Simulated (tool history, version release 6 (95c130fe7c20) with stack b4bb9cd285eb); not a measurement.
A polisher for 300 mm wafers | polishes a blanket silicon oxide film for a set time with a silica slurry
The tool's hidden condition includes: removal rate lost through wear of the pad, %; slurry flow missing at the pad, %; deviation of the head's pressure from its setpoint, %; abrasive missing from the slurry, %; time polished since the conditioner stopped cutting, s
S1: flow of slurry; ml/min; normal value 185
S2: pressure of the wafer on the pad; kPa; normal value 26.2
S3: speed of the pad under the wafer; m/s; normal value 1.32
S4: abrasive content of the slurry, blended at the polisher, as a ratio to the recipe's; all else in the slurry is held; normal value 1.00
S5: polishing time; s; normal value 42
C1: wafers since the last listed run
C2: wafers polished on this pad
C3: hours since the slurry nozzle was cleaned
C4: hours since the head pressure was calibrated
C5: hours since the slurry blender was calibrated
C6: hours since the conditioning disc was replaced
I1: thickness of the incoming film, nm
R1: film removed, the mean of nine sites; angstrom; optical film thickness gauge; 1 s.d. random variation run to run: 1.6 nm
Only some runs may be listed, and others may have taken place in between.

| run | hour | S1 | S2 | S3 | S4 | S5 | C1 | C2 | C3 | C4 | C5 | C6 | I1 | R1 |
|---|---|---|---|---|---|---|---|---|---|---|---|---|---|---|
| 1 | 0.0 | 135 | 26.2 | 1.32 | 1.00 | 42 | 0 | 54 | 173.9 | 517.4 | 146.1 | 9.4 | 1384.9 | 1289 |
| 2 | 48.2 | 135 | 26.2 | 1.32 | 1.00 | 42 | 485 | 539 | 222.1 | 565.6 | 194.3 | 57.6 | 1379.1 | 1261 |
|  | 86.6 | slurry nozzle cleaned |
| 3 | 94.4 | 135 | 26.2 | 1.32 | 1.00 | 42 | 455 | 995 | 7.8 | 611.8 | 240.5 | 103.8 | 1405.5 | 1353 |
| 4 | 156.8 | 185 | 26.2 | 1.16 | 1.00 | 42 | 628 | 1623 | 70.2 | 674.2 | 302.9 | 166.2 | 1378.6 | 1251 |
|  | 181.3 | worn pad replaced by a new one |
| 5 | 189.3 | 185 | 26.2 | 1.16 | 1.00 | 42 | 287 | 80 | 102.7 | 706.7 | 335.4 | 198.7 | 1390.5 | 1282 |
|  | 229.5 | slurry blender recalibrated |
| 6 | 236.2 | 185 | 26.2 | 1.32 | 1.00 | 42 | 452 | 533 | 149.6 | 753.6 | 6.7 | 245.6 | 1402.7 | 1387 |
| 7 | 270.9 | 185 | 26.2 | 1.32 | 1.00 | 42 | 349 | 882 | 184.3 | 788.3 | 41.4 | 280.3 | 1371.5 | 1376 |
| 8 | 334.8 | 185 | 26.2 | 1.32 | 1.00 | 42 | 643 | 1526 | 248.2 | 852.2 | 105.3 | 344.2 | 1381.4 | 1328 |
|  | 376.1 | slurry nozzle cleaned |
|  | 389.5 | worn pad replaced by a new one |
|  | 397.9 | conditioning disc replaced and pad reconditioned |
| 9 | 398.4 | 185 | 26.2 | 1.32 | 1.00 | 42 | 570 | 69 | 22.3 | 915.8 | 168.9 | 0.5 | 1370.1 | 1393 |
| 10 | 429.3 | 185 | 22.1 | 1.32 | 1.00 | 42 | 311 | 381 | 53.2 | 946.7 | 199.8 | 31.4 | 1388.6 | 1221 |
|  | 433.1 | head pressure recalibrated |
| 11 | 490.7 | 185 | 22.1 | 1.32 | 1.00 | 42 | 598 | 979 | 114.6 | 57.6 | 261.2 | 92.8 | 1409.9 | 1176 |
| 12 | 570.5 | 215 | 26.2 | 1.32 | 1.30 | 38 | 804 | 1783 | 194.4 | 137.4 | 341.0 | 172.6 | 1366.9 | 1446 |
|  | 588.4 | worn pad replaced by a new one |
|  | 604.2 | slurry blender recalibrated |
| 13 | 604.7 | 220 | 26.2 | 1.32 | 1.00 | 42 | 284 | 143 | 228.6 | 171.6 | 0.5 | 206.8 | 1416.0 | 1348 |
|  | 618.4 | slurry nozzle cleaned |
| 14 | 653.0 | 185 | 26.2 | 1.32 | 1.00 | 42 | 476 | 620 | 34.6 | 219.9 | 48.8 | 255.1 | 1379.3 | 1382 |
| 15 | 680.3 | 185 | 26.2 | 1.32 | 1.00 | 42 | 275 | 895 | 61.9 | 247.2 | 76.1 | 282.4 | 1396.5 | 1394 |
| 16 | 742.5 | 185 | 26.2 | 1.32 | 1.00 | 42 | 626 | 1522 | 124.1 | 309.4 | 138.3 | 344.6 | 1405.6 | 1380 |
| 17 | 812.3 | 185 | 26.2 | 1.32 | 1.15 | 42 | 703 | 2225 | 193.9 | 379.2 | 208.1 | 414.4 | 1375.7 | 1466 |
|  | 817.0 | worn pad replaced by a new one |
|  | 820.8 | conditioning disc replaced and pad reconditioned |
| 18 | 837.1 | 185 | 26.2 | 0.98 | 1.00 | 42 | 189 | 182 | 218.7 | 404.0 | 232.9 | 16.3 | 1392.7 | 1066 |
|  | 863.7 | slurry nozzle cleaned |
| 19 | 884.5 | 185 | 26.2 | 0.98 | 1.00 | 42 | 467 | 649 | 20.8 | 451.4 | 280.3 | 63.7 | 1372.7 | 1116 |
| 20 | 914.5 | 185 | 26.2 | 1.14 | 0.85 | 42 | 302 | 951 | 50.8 | 481.4 | 310.3 | 93.7 | 1396.2 | 1118 |
| 21 | 964.2 | 185 | 20.7 | 1.64 | 0.70 | 33 | 500 | 1452 | 100.5 | 531.1 | 360.0 | 143.4 | 1371.0 | 807 |
|  | 999.8 | slurry blender recalibrated |
| 22 | 1010.9 | 185 | 26.2 | 1.32 | 1.25 | 55 | 450 | 1903 | 147.2 | 577.8 | 11.1 | 190.1 | 1395.9 | 2039 |
|  | 1024.4 | worn pad replaced by a new one |
| 23 | 1079.8 | 135 | 26.2 | 1.08 | 1.20 | 52 | 653 | 558 | 216.1 | 646.7 | 80.0 | 259.0 | 1391.3 | 1532 |

Forecast each of these 4 alternatives for the next run:
| A | 1080.2 | 185 | 26.2 | 1.76 | 1.00 | 42 | 4 | 562 | 216.5 | 647.1 | 80.4 | 259.4 | 1404.6 | ? |
| B | 1080.2 | 140 | 26.2 | 0.94 | 1.30 | 42 | 4 | 562 | 216.5 | 647.1 | 80.4 | 259.4 | 1404.6 | ? |
| C | 1080.2 | 185 | 26.2 | 1.32 | 1.00 | 37 | 4 | 562 | 216.5 | 647.1 | 80.4 | 259.4 | 1404.6 | ? |
| D | 1080.2 | 185 | 23.4 | 1.32 | 1.00 | 55 | 4 | 562 | 216.5 | 647.1 | 80.4 | 259.4 | 1404.6 | ? |

| run | R1 |
|---|---|
| A | 1657 |
| B | 1135 |
| C | 1171 |
| D | 1574 |
With the hidden condition removed and each run's random variation left untouched, the same runs would have given:
| run | R1 |
|---|---|
| A | 1717 |
| B | 1186 |
| C | 1213 |
| D | 1631 |

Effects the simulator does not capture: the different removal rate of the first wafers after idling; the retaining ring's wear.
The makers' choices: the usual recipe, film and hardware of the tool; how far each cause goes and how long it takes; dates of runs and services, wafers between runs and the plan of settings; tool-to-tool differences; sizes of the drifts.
